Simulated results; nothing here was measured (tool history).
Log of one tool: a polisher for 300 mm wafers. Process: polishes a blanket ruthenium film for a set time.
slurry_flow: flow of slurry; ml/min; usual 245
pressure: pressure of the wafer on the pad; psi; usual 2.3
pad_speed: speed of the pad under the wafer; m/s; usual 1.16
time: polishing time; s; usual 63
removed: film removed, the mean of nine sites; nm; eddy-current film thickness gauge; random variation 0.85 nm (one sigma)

run   hour  slurry_flow  pressure  pad_speed  time  incoming thickness of the incoming film, nm  removed
  1    0.0          245       2.1       1.00    63                                        272.4     70.0
  2   13.0          245       2.1       1.00    63                                        270.5     70.4
  3   19.6          275       2.3       1.16    63                                        268.3     87.9
  4   27.0          245       2.3       1.16    70                                        270.2     96.4
  5   41.3          245       2.3       1.16    70                                        269.4     98.0
  6   54.2          245       2.3       1.16    70                                        269.4     97.0
  7   63.8          245       2.3       1.16    63                                        272.3     88.6
  8   69.9          245       2.3       1.16    63                                        267.2     89.9
      77.6  -- worn pad replaced by a new one
  9   83.0          245       2.3       1.16    63                                        269.5     89.7
 10   96.1          245       2.3       1.16    47                                        269.8     66.6
 11  112.1          245       2.8       1.16    63                                        266.4    107.3
     115.0  -- head pressure recalibrated
 12  121.2          245       2.3       0.98    63                                        266.1     71.0
 13  136.6          165       1.9       0.80    79                                        274.4     61.1
     152.9  -- worn pad replaced by a new one
 14  154.3          245       2.3       1.16    63                                        270.2     83.2
 15  167.7          280       2.3       1.16    48                                        269.9     63.1
     170.1  -- slurry nozzle cleaned
 16  181.0          245       1.8       1.32    83                                        268.3     95.3
 17  189.4          310       2.3       0.96    63                                        273.3     70.6
 18  196.1          245       1.8       1.32    83                                        266.5     95.3
 19  210.8          200       2.3       1.04    43                                        273.2     50.8
     225.1  -- worn pad replaced by a new one
 20  225.6          245       1.8       1.16    63                                        269.9     63.7
 21  241.4          245       2.3       1.16    63                                        271.7     81.7
 22  252.6          275       2.3       0.82    72                                        268.9     70.9

The tool's hidden state at each run:
removal rate lost through wear of the pad, %: 0 in every run
slurry flow missing at the pad, %: 0 in every run
H1: deviation of the head's pressure from its setpoint, %
run     H1
  1   7.51
  2   7.96
  3   8.19
  4   8.45
  5   8.98
  6   9.46
  7   9.82
  8   10.1
  9   10.6
 10   11.1
 11   11.7
 12  0.919
 13  0.933
 14  0.967
 15   1.01
 16   1.06
 17   1.09
 18   1.13
 19   1.21
 20   1.31
 21   1.42
 22   1.52
